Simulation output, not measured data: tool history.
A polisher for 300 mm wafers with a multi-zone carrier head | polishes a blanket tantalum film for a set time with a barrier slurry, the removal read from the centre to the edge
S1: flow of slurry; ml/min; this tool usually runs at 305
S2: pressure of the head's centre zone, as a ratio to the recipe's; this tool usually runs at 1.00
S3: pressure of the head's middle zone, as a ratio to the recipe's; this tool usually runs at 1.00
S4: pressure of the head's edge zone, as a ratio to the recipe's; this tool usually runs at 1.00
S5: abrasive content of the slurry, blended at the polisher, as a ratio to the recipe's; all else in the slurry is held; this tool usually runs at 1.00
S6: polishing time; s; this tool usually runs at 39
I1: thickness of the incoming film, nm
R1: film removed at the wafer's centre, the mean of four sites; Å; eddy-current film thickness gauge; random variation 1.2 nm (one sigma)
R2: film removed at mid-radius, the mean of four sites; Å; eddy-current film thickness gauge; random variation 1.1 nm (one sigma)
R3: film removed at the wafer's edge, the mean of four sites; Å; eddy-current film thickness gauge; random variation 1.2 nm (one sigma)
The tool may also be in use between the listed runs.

run     day   S1    S2    S3    S4    S5  S6     I1    R1    R2    R3
  1   0.000  235  1.06  0.94  1.00  0.85  39  288.3  1032   949   997
  2   0.338  305  1.00  1.00  1.00  1.00  39  288.0  1117  1113  1120
  3   0.879  305  0.95  1.00  1.00  1.00  47  288.5  1312  1335  1367
      1.350  -- worn pad replaced by a new one
  4   1.575  305  1.00  1.00  1.00  1.00  39  290.1  1105  1104  1111
  5   1.992  305  1.00  1.03  1.00  1.00  39  291.2  1100  1132  1108
  6   2.721  245  1.00  1.00  0.90  1.10  45  291.6  1321  1322  1254
      3.429  -- slurry nozzle cleaned
  7   3.450  305  0.92  1.11  1.07  0.90  39  290.0   991  1128  1080
  8   3.917  305  1.00  1.00  0.95  1.00  27  292.4   774   758   763
  9   4.612  405  0.94  1.00  1.04  1.30  39  288.9  1211  1234  1250
 10   5.100  305  1.00  1.00  1.00  1.00  39  293.9  1102  1087  1118
 11   5.379  305  0.92  1.00  0.91  1.00  28  290.5   744   790   769
 12   6.083  305  1.00  1.00  1.00  0.85  51  296.4  1355  1320  1336
 13   6.558  305  1.10  1.00  1.00  1.00  39  289.5  1210  1098  1121
      6.967  -- worn pad replaced by a new one
 14   7.221  305  0.95  1.00  1.00  1.00  47  290.4  1269  1327  1354
 15   7.529  275  1.00  1.07  1.00  0.85  49  286.5  1309  1320  1265
 16   8.004  305  1.00  1.00  1.00  1.00  39  289.4  1097  1100  1089
 17  10.021  305  1.10  0.92  0.93  1.00  43  286.3  1336  1135  1211
 18  10.462  305  0.96  1.00  0.94  1.00  39  286.5  1088  1094  1093
 19  11.004  305  1.00  1.00  1.00  1.00  39  286.9  1108  1082  1099
 20  11.288  305  1.09  1.00  1.00  1.00  39  291.3  1225  1104  1113
 21  11.883  305  1.00  1.00  0.97  1.00  39  292.0  1125  1100  1103

Each row is a separate what-if for the run after 21, all from the same tool condition, not one after another. Results?
  A  11.900  305  1.00  1.00  1.00  1.00  39  288.0   ?   ?   ?
  B  11.900  345  0.89  1.00  1.00  1.00  39  288.0   ?   ?   ?
  C  11.900  235  1.00  1.00  1.07  1.00  39  288.0   ?   ?   ?
  D  11.900  305  0.91  1.00  0.88  1.00  39  288.0   ?   ?   ?
  E  11.900  370  1.09  0.92  1.00  1.25  39  288.0   ?   ?   ?

run    R1    R2    R3
  A  1106  1103  1085
  B   997  1117  1096
  C  1067  1068  1088
  D  1006  1104  1035
  E  1337  1144  1197
Without the tool's unlogged condition, the same runs would have read:
run    R1    R2    R3
  A  1106  1103  1085
  B   997  1117  1096
  C  1067  1068  1088
  D  1006  1104  1035
  E  1337  1144  1197

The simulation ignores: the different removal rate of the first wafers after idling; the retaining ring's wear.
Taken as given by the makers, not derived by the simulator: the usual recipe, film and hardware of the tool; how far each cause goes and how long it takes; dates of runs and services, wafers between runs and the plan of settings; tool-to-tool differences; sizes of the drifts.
